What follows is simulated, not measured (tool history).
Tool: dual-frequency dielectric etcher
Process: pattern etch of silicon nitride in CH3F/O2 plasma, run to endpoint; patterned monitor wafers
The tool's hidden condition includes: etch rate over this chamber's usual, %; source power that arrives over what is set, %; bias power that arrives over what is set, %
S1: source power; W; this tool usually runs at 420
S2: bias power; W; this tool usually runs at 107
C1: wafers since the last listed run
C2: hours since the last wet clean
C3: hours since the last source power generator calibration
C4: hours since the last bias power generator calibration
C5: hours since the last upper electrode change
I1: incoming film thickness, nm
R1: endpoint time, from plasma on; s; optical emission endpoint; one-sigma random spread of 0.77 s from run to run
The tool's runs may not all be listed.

{"run": 1, "hour": 0.0, "S1": 350, "S2": 107, "C1": 0, "C2": 303.8, "C3": 644.9, "C4": 2243.8, "C5": 2524.3, "I1": 109.3, "R1": 119.3}
{"run": 2, "hour": 38.6, "S1": 350, "S2": 107, "C1": 275, "C2": 342.4, "C3": 683.5, "C4": 2282.4, "C5": 2562.9, "I1": 108.9, "R1": 120.6}
{"hour": 100.7, "done": "wet clean of the chamber"}
{"run": 3, "hour": 109.0, "S1": 350, "S2": 107, "C1": 330, "C2": 8.3, "C3": 753.9, "C4": 2352.8, "C5": 2633.3, "I1": 109.6, "R1": 120.7}
{"run": 4, "hour": 175.0, "S1": 400, "S2": 87, "C1": 470, "C2": 74.3, "C3": 819.9, "C4": 2418.8, "C5": 2699.3, "I1": 108.7, "R1": 124.9}
{"run": 5, "hour": 201.8, "S1": 400, "S2": 87, "C1": 190, "C2": 101.1, "C3": 846.7, "C4": 2445.6, "C5": 2726.1, "I1": 108.5, "R1": 126.4}
{"run": 6, "hour": 264.3, "S1": 420, "S2": 107, "C1": 445, "C2": 163.6, "C3": 909.2, "C4": 2508.1, "C5": 2788.6, "I1": 108.7, "R1": 111.1}
{"run": 7, "hour": 296.4, "S1": 420, "S2": 107, "C1": 228, "C2": 195.7, "C3": 941.3, "C4": 2540.2, "C5": 2820.7, "I1": 109.3, "R1": 112.5}
{"run": 8, "hour": 330.6, "S1": 420, "S2": 96, "C1": 243, "C2": 229.9, "C3": 975.5, "C4": 2574.4, "C5": 2854.9, "I1": 108.5, "R1": 119.5}
{"run": 9, "hour": 357.1, "S1": 400, "S2": 107, "C1": 188, "C2": 256.4, "C3": 1002, "C4": 2600.9, "C5": 2881.4, "I1": 109, "R1": 115.1}
{"run": 10, "hour": 424.5, "S1": 420, "S2": 107, "C1": 480, "C2": 323.8, "C3": 1069.4, "C4": 2668.3, "C5": 2948.8, "I1": 108.9, "R1": 112.2}
{"hour": 456.2, "done": "wet clean of the chamber"}
{"run": 11, "hour": 466.7, "S1": 420, "S2": 107, "C1": 129, "C2": 10.5, "C3": 1111.6, "C4": 2710.5, "C5": 2991, "I1": 109.3, "R1": 113.9}
{"run": 12, "hour": 517.5, "S1": 420, "S2": 107, "C1": 362, "C2": 61.3, "C3": 1162.4, "C4": 2761.3, "C5": 3041.8, "I1": 109.5, "R1": 113.5}
{"run": 13, "hour": 559.6, "S1": 420, "S2": 125, "C1": 300, "C2": 103.4, "C3": 1204.5, "C4": 2803.4, "C5": 3083.9, "I1": 108.6, "R1": 104.8}
{"run": 14, "hour": 618.9, "S1": 420, "S2": 125, "C1": 422, "C2": 162.7, "C3": 1263.8, "C4": 2862.7, "C5": 3143.2, "I1": 108.2, "R1": 104.9}
{"run": 15, "hour": 682.8, "S1": 420, "S2": 125, "C1": 455, "C2": 226.6, "C3": 1327.7, "C4": 2926.6, "C5": 3207.1, "I1": 107.6, "R1": 105.5}
{"run": 16, "hour": 724.1, "S1": 420, "S2": 96, "C1": 294, "C2": 267.9, "C3": 1369, "C4": 2967.9, "C5": 3248.4, "I1": 109.4, "R1": 120.1}
{"run": 17, "hour": 773.8, "S1": 420, "S2": 107, "C1": 354, "C2": 317.6, "C3": 1418.7, "C4": 3017.6, "C5": 3298.1, "I1": 109.6, "R1": 114.3}
{"run": 18, "hour": 806.4, "S1": 490, "S2": 121, "C1": 232, "C2": 350.2, "C3": 1451.3, "C4": 3050.2, "C5": 3330.7, "I1": 109.1, "R1": 103.5}
{"hour": 841.4, "done": "wet clean of the chamber"}
{"hour": 881.4, "done": "upper electrode replaced"}
{"run": 19, "hour": 881.9, "S1": 380, "S2": 99, "C1": 195, "C2": 40.5, "C3": 1526.8, "C4": 3125.7, "C5": 0.5, "I1": 108.8, "R1": 118.9}
{"run": 20, "hour": 919.1, "S1": 350, "S2": 125, "C1": 265, "C2": 77.7, "C3": 1564, "C4": 3162.9, "C5": 37.7, "I1": 109.2, "R1": 111.9}
{"hour": 962.7, "done": "bias power generator calibrated"}
{"run": 21, "hour": 1028.0, "S1": 420, "S2": 107, "C1": 747, "C2": 186.6, "C3": 1672.9, "C4": 65.3, "C5": 146.6, "I1": 108.3, "R1": 112.3}
{"run": 22, "hour": 1095.7, "S1": 510, "S2": 114, "C1": 482, "C2": 254.3, "C3": 1740.6, "C4": 133, "C5": 214.3, "I1": 108.6, "R1": 103.3}
{"hour": 1146.6, "done": "source power generator calibrated"}
{"run": 23, "hour": 1147.1, "S1": 370, "S2": 123, "C1": 337, "C2": 305.7, "C3": 0.5, "C4": 184.4, "C5": 265.7, "I1": 109.2, "R1": 111.1}
{"run": 24, "hour": 1184.3, "S1": 420, "S2": 133, "C1": 265, "C2": 342.9, "C3": 37.7, "C4": 221.6, "C5": 302.9, "I1": 108.4, "R1": 102.9}
{"hour": 1219.3, "done": "wet clean of the chamber"}
{"run": 25, "hour": 1219.8, "S1": 490, "S2": 116, "C1": 81, "C2": 0.5, "C3": 73.2, "C4": 257.1, "C5": 338.4, "I1": 109.8, "R1": 105.6}
{"run": 26, "hour": 1283.5, "S1": 350, "S2": 129, "C1": 453, "C2": 64.2, "C3": 136.9, "C4": 320.8, "C5": 402.1, "I1": 109.4, "R1": 111.3}
{"run": 27, "hour": 1323.5, "S1": 360, "S2": 94, "C1": 285, "C2": 104.2, "C3": 176.9, "C4": 360.8, "C5": 442.1, "I1": 109.2, "R1": 126.6}
{"run": 28, "hour": 1350.9, "S1": 340, "S2": 125, "C1": 195, "C2": 131.6, "C3": 204.3, "C4": 388.2, "C5": 469.5, "I1": 108.8, "R1": 113.1}
{"run": 29, "hour": 1408.6, "S1": 360, "S2": 81, "C1": 411, "C2": 189.3, "C3": 262, "C4": 445.9, "C5": 527.2, "I1": 109.1, "R1": 133}
{"run": 30, "hour": 1470.8, "S1": 420, "S2": 95, "C1": 443, "C2": 251.5, "C3": 324.2, "C4": 508.1, "C5": 589.4, "I1": 108.9, "R1": 120}

Consider 4 possible next runs. They are alternatives, not a sequence: every one starts from the tool as it was left by run 30. What does each give?
{"run": "A", "hour": 1471.3, "S1": 420, "S2": 107, "C1": 3, "C2": 252, "C3": 324.7, "C4": 508.6, "C5": 589.9, "I1": 109.7, "R1": "?"}
{"run": "B", "hour": 1471.3, "S1": 370, "S2": 88, "C1": 3, "C2": 252, "C3": 324.7, "C4": 508.6, "C5": 589.9, "I1": 109.7, "R1": "?"}
{"run": "C", "hour": 1471.3, "S1": 390, "S2": 124, "C1": 3, "C2": 252, "C3": 324.7, "C4": 508.6, "C5": 589.9, "I1": 109.7, "R1": "?"}
{"run": "D", "hour": 1471.3, "S1": 360, "S2": 107, "C1": 3, "C2": 252, "C3": 324.7, "C4": 508.6, "C5": 589.9, "I1": 109.7, "R1": "?"}

run=A R1=114.4
run=B R1=129.3
run=C R1=109.7
run=D R1=119.8
Without the tool's hidden state the same runs would have given:
run=A R1=114.4
run=B R1=129.3
run=C R1=109.7
run=D R1=119.8
